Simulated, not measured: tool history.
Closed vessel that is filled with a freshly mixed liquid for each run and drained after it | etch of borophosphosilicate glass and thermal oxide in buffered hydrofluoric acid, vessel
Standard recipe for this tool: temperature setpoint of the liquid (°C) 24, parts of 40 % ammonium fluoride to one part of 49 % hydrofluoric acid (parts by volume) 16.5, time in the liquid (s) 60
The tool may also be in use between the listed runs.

run,hour,temperature setpoint of the liquid (°C),parts of 40 % ammonium fluoride to one part of 49 % hydrofluoric acid (parts by volume),time in the liquid (s),"read-back film thickness of the borophosphosilicate glass reference wafer, read on the same gauge (nm)","read-back film thickness of the thermal oxide reference wafer, read on the same gauge (nm)",thickness taken off the borophosphosilicate glass on a monitor wafer (nm),thickness taken off the thermal oxide on a monitor wafer (nm)
1,0,24,16.5,60,49.98,130.02,79.9,43.81
2,28.3,24,14.5,60,50,130.02,89.75,48.1
3,61.5,24,14.5,60,50.02,129.97,90.44,48.04
4,83.5,24,14.5,60,50.04,130,89.76,47.11
5,118.5,24,16.5,60,49.97,130.03,78.39,42.37
6,148.8,24,15,60,50.03,130,86.08,46.37
7,183.4,24,16.5,60,50.05,129.99,77.92,41.56
8,215.5,24,16.5,60,49.99,130.01,77.74,41.31
9,251.3,24,16.5,60,50.03,129.99,77.41,40.82
10,268.1,24,16.5,60,50.01,130,76.01,41.19
11,294.5,25.5,13,50,50,130.01,87.94,46.55
12,316,19.5,16.5,60,50.01,130,59.65,31.77
13,333.1,24,16.5,60,50.01,130,76.8,41.06
14,358.2,20.5,16.5,60,49.95,130,62.48,32.91
# hour 364.5: thermometer replaced
# hour 366: hydrofluoric acid flow meter replaced
# hour 386.4: gauge calibrated
15,389,26.5,16.5,60,50,129.99,94.36,51.11
16,420,24,16.5,60,49.96,129.96,83.12,44.08
17,435.3,24,16.5,60,50.03,130,80.71,44.34
18,456.6,24,16.5,80,50,130.02,109.81,58.18
19,471.7,24,16.5,45,50,129.98,60.91,33.5
20,555.5,22.5,16.5,60,50,130.01,74.01,39.14
21,570.1,26,22.5,40,49.99,130.03,45.46,24.4
22,602.4,27,16.5,90,49.98,129.98,138.48,75.85
23,633.1,24,10.5,85,50.01,130.02,174.31,94.5
24,663.5,24,16.5,90,49.95,130.01,118.49,64.2
25,693.3,20.5,16.5,45,50.01,130,48.01,26.04
26,717,20.5,16.5,90,50.01,130,98.09,52.08

For some of the steps in thickness taken off the borophosphosilicate glass on a monitor wafer (nm) from one run to the next: how much would appear even if the tool had no hidden state, given the settings, what came in and random variation, and how much remains for the hidden state plus any gauge scatter that the measured result and the result without hidden state don't share?
What the log doesn't record here: liquid hotter than its thermometer reads (K); hydrofluoric acid flow below the setpoint (%); gauge reads high (%).
Run 14 -> 15: temperature setpoint of the liquid (°C) 20.5 -> 26.5, thermometer replaced, hydrofluoric acid flow meter replaced, gauge calibrated. thickness taken off the borophosphosilicate glass on a monitor wafer (nm) +31.88: hidden state +5.98, all else +25.9.
Run 21 -> 22: temperature setpoint of the liquid (°C) 26 -> 27, parts of 40 % ammonium fluoride to one part of 49 % hydrofluoric acid (parts by volume) 22.5 -> 16.5, time in the liquid (s) 40 -> 90. thickness taken off the borophosphosilicate glass on a monitor wafer (nm) +93.02: hidden state -4.86, all else +97.88.
Run 24 -> 25: temperature setpoint of the liquid (°C) 24 -> 20.5, time in the liquid (s) 90 -> 45. thickness taken off the borophosphosilicate glass on a monitor wafer (nm) -70.48: hidden state +3.58, all else -74.06.
